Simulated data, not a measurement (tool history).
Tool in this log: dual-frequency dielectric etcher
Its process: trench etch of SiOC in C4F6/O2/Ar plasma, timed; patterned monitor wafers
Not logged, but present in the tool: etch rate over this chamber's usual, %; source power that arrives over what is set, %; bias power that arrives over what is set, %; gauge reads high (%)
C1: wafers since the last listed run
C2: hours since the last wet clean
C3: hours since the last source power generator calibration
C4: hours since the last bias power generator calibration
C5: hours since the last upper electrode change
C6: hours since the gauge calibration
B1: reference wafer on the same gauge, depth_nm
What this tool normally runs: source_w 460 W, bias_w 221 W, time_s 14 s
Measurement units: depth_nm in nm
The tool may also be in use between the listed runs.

Run 1, hour 0: usual settings but time_s 15 s; C1 0; C2 270.6; C3 2254.6; C4 3206.9; C5 2976.1; C6 60; B1 39.39. Result: depth_nm 37.51 nm.
Run 2, hour 14.5: usual settings; C1 306; C2 285.1; C3 2269.1; C4 3221.4; C5 2990.6; C6 74.5; B1 39.41. Result: depth_nm 35.09 nm.
Run 3, hour 24: usual settings; C1 200; C2 294.6; C3 2278.6; C4 3230.9; C5 3000.1; C6 84; B1 39.41. Result: depth_nm 34.97 nm.
Run 4, hour 40.1: usual settings; C1 340; C2 310.7; C3 2294.7; C4 3247; C5 3016.2; C6 100.1; B1 39.41. Result: depth_nm 35 nm.
Run 5, hour 53.4: usual settings; C1 281; C2 324; C3 2308; C4 3260.3; C5 3029.5; C6 113.4; B1 39.42. Result: depth_nm 35.04 nm.
Run 6, hour 62.5: usual settings; C1 192; C2 333.1; C3 2317.1; C4 3269.4; C5 3038.6; C6 122.5; B1 39.41. Result: depth_nm 35.09 nm.
Run 7, hour 72.4: usual settings; C1 209; C2 343; C3 2327; C4 3279.3; C5 3048.5; C6 132.4; B1 39.4. Result: depth_nm 34.98 nm.
Run 8, hour 88.6: usual settings; C1 342; C2 359.2; C3 2343.2; C4 3295.5; C5 3064.7; C6 148.6; B1 39.42. Result: depth_nm 35.03 nm.
Run 9, hour 95.4: usual settings; C1 143; C2 366; C3 2350; C4 3302.3; C5 3071.5; C6 155.4; B1 39.39. Result: depth_nm 35.12 nm.
Run 10, hour 111.1: usual settings; C1 331; C2 381.7; C3 2365.7; C4 3318; C5 3087.2; C6 171.1; B1 39.42. Result: depth_nm 35.17 nm.
Run 11, hour 122: usual settings but time_s 17 s; C1 230; C2 392.6; C3 2376.6; C4 3328.9; C5 3098.1; C6 182; B1 39.41. Result: depth_nm 42.71 nm.
Run 12, hour 138.7: usual settings but time_s 17 s; C1 353; C2 409.3; C3 2393.3; C4 3345.6; C5 3114.8; C6 198.7; B1 39.42. Result: depth_nm 42.64 nm.
At hour 155.3: gauge calibrated.
At hour 157.3: source power generator calibrated.
At hour 158.5: bias power generator calibrated.
Run 13, hour 159: usual settings but bias_w 236 W; C1 320; C2 429.6; C3 1.7; C4 0.5; C5 3135.1; C6 3.7; B1 39.4. Result: depth_nm 35.99 nm.
Run 14, hour 167.2: usual settings but bias_w 236 W; C1 173; C2 437.8; C3 9.9; C4 8.7; C5 3143.3; C6 11.9; B1 39.39. Result: depth_nm 36.06 nm.
Run 15, hour 183.9: usual settings but source_w 430 W; C1 353; C2 454.5; C3 26.6; C4 25.4; C5 3160; C6 28.6; B1 39.41. Result: depth_nm 34.46 nm.
Run 16, hour 190.5: usual settings but source_w 420 W, bias_w 187 W, time_s 15.5 s; C1 139; C2 461.1; C3 33.2; C4 32; C5 3166.6; C6 35.2; B1 39.4. Result: depth_nm 35.59 nm.
Run 17, hour 207: usual settings; C1 348; C2 477.6; C3 49.7; C4 48.5; C5 3183.1; C6 51.7; B1 39.41. Result: depth_nm 35.09 nm.
At hour 237.2: upper electrode replaced.
At hour 250.7: wet clean of the chamber.
Run 18, hour 251.2: usual settings but source_w 520 W; C1 142; C2 0.5; C3 93.9; C4 92.7; C5 14; C6 95.9; B1 39.39. Result: depth_nm 35.97 nm.
Run 19, hour 251.5: usual settings but source_w 360 W, bias_w 251 W, time_s 12.5 s; C1 6; C2 0.8; C3 94.2; C4 93; C5 14.3; C6 96.2; B1 39.42. Result: depth_nm 30.66 nm.
Run 20, hour 251.9: usual settings; C1 8; C2 1.2; C3 94.6; C4 93.4; C5 14.7; C6 96.6; B1 39.4. Result: depth_nm 34.87 nm.
Run 21, hour 261.1: usual settings but source_w 410 W, bias_w 259 W, time_s 12 s; C1 194; C2 10.4; C3 103.8; C4 102.6; C5 23.9; C6 105.8; B1 39.38. Result: depth_nm 30.73 nm.
Run 22, hour 276.9: usual settings but bias_w 185 W, time_s 11 s; C1 334; C2 26.2; C3 119.6; C4 118.4; C5 39.7; C6 121.6; B1 39.4. Result: depth_nm 25.66 nm.
Run 23, hour 287.8: usual settings but source_w 570 W, bias_w 203 W, time_s 15.5 s; C1 230; C2 37.1; C3 130.5; C4 129.3; C5 50.6; C6 132.5; B1 39.41. Result: depth_nm 39.73 nm.
Run 24, hour 298.4: usual settings but time_s 17 s; C1 224; C2 47.7; C3 141.1; C4 139.9; C5 61.2; C6 143.1; B1 39.4. Result: depth_nm 42.36 nm.
Run 25, hour 312.3: usual settings but source_w 410 W, bias_w 274 W; C1 293; C2 61.6; C3 155; C4 153.8; C5 75.1; C6 157; B1 39.39. Result: depth_nm 36.8 nm.
Run 26, hour 322.8: usual settings but bias_w 198 W; C1 222; C2 72.1; C3 165.5; C4 164.3; C5 85.6; C6 167.5; B1 39.39. Result: depth_nm 33.5 nm.
Run 27, hour 335.8: usual settings but source_w 500 W; C1 274; C2 85.1; C3 178.5; C4 177.3; C5 98.6; C6 180.5; B1 39.39. Result: depth_nm 35.74 nm.
Run 28, hour 343: usual settings but source_w 570 W, bias_w 200 W; C1 152; C2 92.3; C3 185.7; C4 184.5; C5 105.8; C6 187.7; B1 39.42. Result: depth_nm 35.66 nm.
Run 29, hour 378.1: usual settings; C1 742; C2 127.4; C3 220.8; C4 219.6; C5 140.9; C6 222.8; B1 39.4. Result: depth_nm 35.04 nm.
At hour 379.4: gauge calibrated.
Run 30, hour 394.4: usual settings; C1 344; C2 143.7; C3 237.1; C4 235.9; C5 157.2; C6 15; B1 39.39. Result: depth_nm 35.08 nm.
Run 31, hour 402.9: usual settings but source_w 380 W, bias_w 169 W; C1 179; C2 152.2; C3 245.6; C4 244.4; C5 165.7; C6 23.5; B1 39.41. Result: depth_nm 30.06 nm.

Below, each run's measurement less what the same run would have read without the hidden state. Both values contain the same run-to-run variation, but the gauge's scatter may not be the same in both:
run  depth_nm
  1     +0.19
  2     +0.19
  3      +0.2
  4     +0.22
  5     +0.23
  6     +0.23
  7     +0.24
  8     +0.26
  9     +0.27
 10     +0.28
 11     +0.35
 12     +0.36
 13     +0.33
 14     +0.34
 15     +0.34
 16     +0.36
 17     +0.36
 18     +0.04
 19     +0.04
 20     +0.04
 21     +0.04
 22     +0.05
 23     +0.08
 24      +0.1
 25      +0.1
 26     +0.09
 27     +0.12
 28     +0.12
 29     +0.16
 30     +0.17
 31     +0.15

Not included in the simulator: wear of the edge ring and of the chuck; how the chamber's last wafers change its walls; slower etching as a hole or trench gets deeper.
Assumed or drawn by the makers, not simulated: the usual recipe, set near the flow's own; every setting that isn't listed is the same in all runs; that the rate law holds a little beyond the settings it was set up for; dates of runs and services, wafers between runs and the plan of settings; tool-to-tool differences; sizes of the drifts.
